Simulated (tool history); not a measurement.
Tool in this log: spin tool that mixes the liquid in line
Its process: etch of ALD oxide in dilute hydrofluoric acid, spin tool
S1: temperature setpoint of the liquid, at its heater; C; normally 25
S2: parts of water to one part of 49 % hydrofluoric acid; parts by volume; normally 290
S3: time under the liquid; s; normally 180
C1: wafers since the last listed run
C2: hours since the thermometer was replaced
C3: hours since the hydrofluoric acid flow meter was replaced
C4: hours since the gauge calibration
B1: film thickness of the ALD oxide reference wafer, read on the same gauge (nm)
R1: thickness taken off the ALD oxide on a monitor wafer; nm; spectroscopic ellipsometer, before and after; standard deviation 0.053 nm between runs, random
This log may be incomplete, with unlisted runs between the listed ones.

run   hour    S1   S2   S3   C1      C2      C3     C4     B1     R1
  1      0    25  290  180    0  2954.3    1250    153  40.03   9.67
  2   63.1    25  290  180  500  3017.4  1313.1  216.1  39.99   9.62
  3  113.7    25  290  180  401    3068  1363.7  266.7  39.98   9.74
  4  143.3    25  290  180  234  3097.6  1393.3  296.3  40.03   9.72
  5  179.1    25  290  180  284  3133.4  1429.1  332.1     40   9.78
     227.3  -- hydrofluoric acid flow meter replaced
  6  228.4    25  290  180  383  3182.7     1.1  381.4  40.04   8.94
  7  262.7    25  290  180  272    3217    35.4  415.7  39.99   8.93
  8  314.6    23  430  180  412  3268.9    87.3  467.6  40.01   4.94
  9  372.8    25  290  180  462  3327.1   145.5  525.8     40   8.99
     393.5  -- gauge calibrated
     398.1  -- thermometer replaced
 10  408.9    25  290  180  278    10.8   181.6   15.4  40.01   9.11
 11  437.6    25  350  180  227    39.5   210.3   44.1  39.98   7.11
 12  478.3    25  355  180  323    80.2     251   84.8  39.97   6.99
 13  513.2    25  385  140  277   115.1   285.9  119.7  40.02   4.86
 14  547.9    22  150  180  275   149.8   320.6  154.4  39.97  18.01
 15  590.2  28.5  375   85  335   192.1   362.9  196.7  40.01   3.44

Branching from run 15: 4 alternative next runs. What would each branch give?
  A  590.7    25  210  180   3  192.6  363.4  197.2   ?   ?
  B  590.7  28.5  180  285   3  192.6  363.4  197.2   ?   ?
  C  590.7    28  155  235   3  192.6  363.4  197.2   ?   ?
  D  590.7    21  205  180   3  192.6  363.4  197.2   ?   ?

run     B1     R1
  A  40.02   13.7
  B  40.02  29.71
  C  40.02   28.8
  D  40.02  12.15
The same runs, with their run-to-run variation unchanged, on a tool lacking any hidden condition would have given:
run     R1
  A  13.39
  B  29.04
  C  28.17
  D  11.88
